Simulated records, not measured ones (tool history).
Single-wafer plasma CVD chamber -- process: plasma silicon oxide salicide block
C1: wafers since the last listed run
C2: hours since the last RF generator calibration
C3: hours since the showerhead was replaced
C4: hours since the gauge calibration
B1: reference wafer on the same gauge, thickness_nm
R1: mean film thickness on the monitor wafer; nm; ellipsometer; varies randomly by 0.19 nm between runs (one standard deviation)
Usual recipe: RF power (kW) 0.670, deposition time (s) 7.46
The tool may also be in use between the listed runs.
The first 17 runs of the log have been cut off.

run 18 day=21.912 | RF_power_(kW)=0.615 deposition_time_(s)=8.43 | C1=1114 C2=1098.3 C3=3432.0 C4=692.0 | B1=84.565 | R1=87.670
run 19 day=22.975 | RF_power_(kW)=0.670 deposition_time_(s)=7.46 | C1=863 C2=1123.8 C3=3457.5 C4=717.5 | B1=84.674 | R1=80.864
run 20 day=24.129 | RF_power_(kW)=0.670 deposition_time_(s)=7.46 | C1=938 C2=1151.5 C3=3485.2 C4=745.2 | B1=84.779 | R1=80.623
run 21 day=24.638 | RF_power_(kW)=0.700 deposition_time_(s)=7.46 | C1=413 C2=1163.7 C3=3497.4 C4=757.4 | B1=84.651 | R1=82.189
-- day=25.238 showerhead replaced
run 22 day=25.258 | RF_power_(kW)=0.670 deposition_time_(s)=6.61 | C1=233 C2=1178.6 C3=0.5 C4=772.3 | B1=84.737 | R1=71.119
-- day=25.788 RF generator calibrated
run 23 day=25.808 | RF_power_(kW)=0.565 deposition_time_(s)=7.03 | C1=176 C2=0.5 C3=13.7 C4=785.5 | B1=84.702 | R1=72.180
run 24 day=26.912 | RF_power_(kW)=0.670 deposition_time_(s)=7.46 | C1=897 C2=27.0 C3=40.2 C4=812.0 | B1=84.727 | R1=83.462
run 25 day=27.554 | RF_power_(kW)=0.670 deposition_time_(s)=6.34 | C1=521 C2=42.4 C3=55.6 C4=827.4 | B1=84.765 | R1=70.771
-- day=27.688 gauge calibrated
run 26 day=28.817 | RF_power_(kW)=0.585 deposition_time_(s)=7.46 | C1=1026 C2=72.7 C3=85.9 C4=27.1 | B1=84.690 | R1=77.951
run 27 day=30.104 | RF_power_(kW)=0.670 deposition_time_(s)=7.83 | C1=1046 C2=103.6 C3=116.8 C4=58.0 | B1=84.743 | R1=87.275
run 28 day=31.442 | RF_power_(kW)=0.630 deposition_time_(s)=8.34 | C1=1087 C2=135.7 C3=148.9 C4=90.1 | B1=84.697 | R1=90.652
run 29 day=32.371 | RF_power_(kW)=0.670 deposition_time_(s)=8.07 | C1=755 C2=158.0 C3=171.2 C4=112.4 | B1=84.602 | R1=90.094
run 30 day=32.962 | RF_power_(kW)=0.755 deposition_time_(s)=8.25 | C1=480 C2=172.2 C3=185.4 C4=126.6 | B1=84.636 | R1=97.408
run 31 day=34.454 | RF_power_(kW)=0.560 deposition_time_(s)=7.84 | C1=1212 C2=208.0 C3=221.2 C4=162.4 | B1=84.674 | R1=79.986
run 32 day=35.612 | RF_power_(kW)=0.670 deposition_time_(s)=8.61 | C1=941 C2=235.8 C3=249.0 C4=190.2 | B1=84.729 | R1=95.999
run 33 day=36.725 | RF_power_(kW)=0.670 deposition_time_(s)=7.46 | C1=904 C2=262.5 C3=275.7 C4=216.9 | B1=84.680 | R1=83.706
run 34 day=37.808 | RF_power_(kW)=0.760 deposition_time_(s)=7.91 | C1=880 C2=288.5 C3=301.7 C4=242.9 | B1=84.689 | R1=93.182
run 35 day=38.592 | RF_power_(kW)=0.670 deposition_time_(s)=7.46 | C1=636 C2=307.3 C3=320.5 C4=261.7 | B1=84.691 | R1=83.163
run 36 day=39.683 | RF_power_(kW)=0.670 deposition_time_(s)=7.46 | C1=887 C2=333.5 C3=346.7 C4=287.9 | B1=84.744 | R1=83.102
run 37 day=40.850 | RF_power_(kW)=0.590 deposition_time_(s)=8.78 | C1=948 C2=361.5 C3=374.7 C4=315.9 | B1=84.680 | R1=91.800

5 options for the next run, each taken on its own from the tool as it stands now. Forecast them:
run A day=40.867 | RF_power_(kW)=0.670 deposition_time_(s)=7.46 | C1=13 C2=361.9 C3=375.1 C4=316.3 | B1=? | R1=?
run B day=40.867 | RF_power_(kW)=0.610 deposition_time_(s)=8.57 | C1=13 C2=361.9 C3=375.1 C4=316.3 | B1=? | R1=?
run C day=40.867 | RF_power_(kW)=0.805 deposition_time_(s)=7.46 | C1=13 C2=361.9 C3=375.1 C4=316.3 | B1=? | R1=?
run D day=40.867 | RF_power_(kW)=0.760 deposition_time_(s)=8.41 | C1=13 C2=361.9 C3=375.1 C4=316.3 | B1=? | R1=?
run E day=40.867 | RF_power_(kW)=0.580 deposition_time_(s)=8.67 | C1=13 C2=361.9 C3=375.1 C4=316.3 | B1=? | R1=?

run=A B1=84.730 R1=83.265
run=B B1=84.730 R1=91.421
run=C B1=84.730 R1=90.396
run=D B1=84.730 R1=99.395
run=E B1=84.730 R1=90.161
Without the tool's unlogged condition, the same runs would have read:
run=A R1=83.633
run=B R1=91.826
run=C R1=90.796
run=D R1=99.835
run=E R1=90.560

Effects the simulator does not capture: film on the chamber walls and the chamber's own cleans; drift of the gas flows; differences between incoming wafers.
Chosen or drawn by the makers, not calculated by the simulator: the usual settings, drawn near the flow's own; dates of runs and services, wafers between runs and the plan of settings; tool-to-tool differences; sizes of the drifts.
